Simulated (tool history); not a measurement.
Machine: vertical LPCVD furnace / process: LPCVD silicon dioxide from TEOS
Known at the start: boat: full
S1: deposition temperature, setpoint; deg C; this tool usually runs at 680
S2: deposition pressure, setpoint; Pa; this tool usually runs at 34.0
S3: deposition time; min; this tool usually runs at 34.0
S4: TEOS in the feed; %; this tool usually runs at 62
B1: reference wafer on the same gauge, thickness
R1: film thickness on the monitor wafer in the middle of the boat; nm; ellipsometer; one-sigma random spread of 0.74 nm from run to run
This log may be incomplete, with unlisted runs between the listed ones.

run 1 day=0.000 | S1=680 S2=34.0 S3=34.0 S4=62 | B1=145.95 | R1=130.46
run 2 day=2.192 | S1=680 S2=34.0 S3=34.0 S4=62 | B1=145.92 | R1=129.81
run 3 day=4.967 | S1=680 S2=34.0 S3=37.0 S4=62 | B1=146.12 | R1=141.63
run 4 day=7.629 | S1=680 S2=34.0 S3=34.0 S4=62 | B1=146.06 | R1=127.79
run 5 day=9.100 | S1=672 S2=34.0 S3=34.0 S4=65 | B1=146.56 | R1=110.05
run 6 day=12.033 | S1=680 S2=34.0 S3=34.0 S4=57 | B1=146.25 | R1=123.33
run 7 day=13.058 | S1=680 S2=34.0 S3=34.0 S4=57 | B1=146.08 | R1=124.33
run 8 day=15.462 | S1=680 S2=34.0 S3=34.0 S4=62 | B1=146.19 | R1=129.27
-- day=17.467 thermocouples replaced and temperature profile calibrated
-- day=19.267 TEOS flow controller replaced
run 9 day=21.988 | S1=680 S2=34.0 S3=34.0 S4=62 | B1=146.09 | R1=129.53
run 10 day=24.912 | S1=680 S2=34.0 S3=34.0 S4=62 | B1=145.65 | R1=129.20
run 11 day=26.221 | S1=680 S2=40.0 S3=34.0 S4=62 | B1=146.10 | R1=140.15
-- day=28.288 gauge calibrated
run 12 day=28.358 | S1=672 S2=34.0 S3=34.0 S4=62 | B1=145.92 | R1=106.28
run 13 day=29.717 | S1=680 S2=26.7 S3=37.5 S4=62 | B1=145.95 | R1=126.25
run 14 day=32.238 | S1=680 S2=34.0 S3=34.0 S4=62 | B1=145.77 | R1=129.28
run 15 day=33.621 | S1=688 S2=34.0 S3=34.0 S4=62 | B1=146.14 | R1=157.36
-- day=35.117 pressure gauge zeroed
run 16 day=35.146 | S1=680 S2=30.0 S3=29.0 S4=59 | B1=145.75 | R1=100.97
run 17 day=36.992 | S1=680 S2=34.0 S3=34.0 S4=68 | B1=146.12 | R1=135.60
run 18 day=39.625 | S1=680 S2=34.0 S3=34.0 S4=62 | B1=145.96 | R1=128.90
run 19 day=42.554 | S1=691 S2=40.7 S3=47.5 S4=62 | B1=145.79 | R1=257.15
run 20 day=43.592 | S1=686 S2=34.0 S3=34.0 S4=62 | B1=146.02 | R1=148.61
run 21 day=44.954 | S1=680 S2=38.0 S3=34.0 S4=71 | B1=145.88 | R1=146.96
run 22 day=46.129 | S1=688 S2=34.0 S3=34.0 S4=66 | B1=146.14 | R1=160.14
run 23 day=47.133 | S1=680 S2=30.0 S3=29.0 S4=59 | B1=146.15 | R1=100.65
run 24 day=48.396 | S1=668 S2=31.3 S3=21.0 S4=50 | B1=146.13 | R1=51.14

Alternative continuations, all from the tool just after run 24; predict every row:
run A day=48.567 | S1=674 S2=34.0 S3=34.0 S4=62 | B1=? | R1=?
run B day=48.567 | S1=680 S2=40.7 S3=43.0 S4=62 | B1=? | R1=?
run C day=48.567 | S1=680 S2=34.0 S3=25.5 S4=62 | B1=? | R1=?

run=A B1=146.06 R1=111.70
run=B B1=146.06 R1=178.86
run=C B1=146.06 R1=96.99
Without the tool's hidden state the same runs would have given:
run=A R1=111.70
run=B R1=178.86
run=C R1=96.99

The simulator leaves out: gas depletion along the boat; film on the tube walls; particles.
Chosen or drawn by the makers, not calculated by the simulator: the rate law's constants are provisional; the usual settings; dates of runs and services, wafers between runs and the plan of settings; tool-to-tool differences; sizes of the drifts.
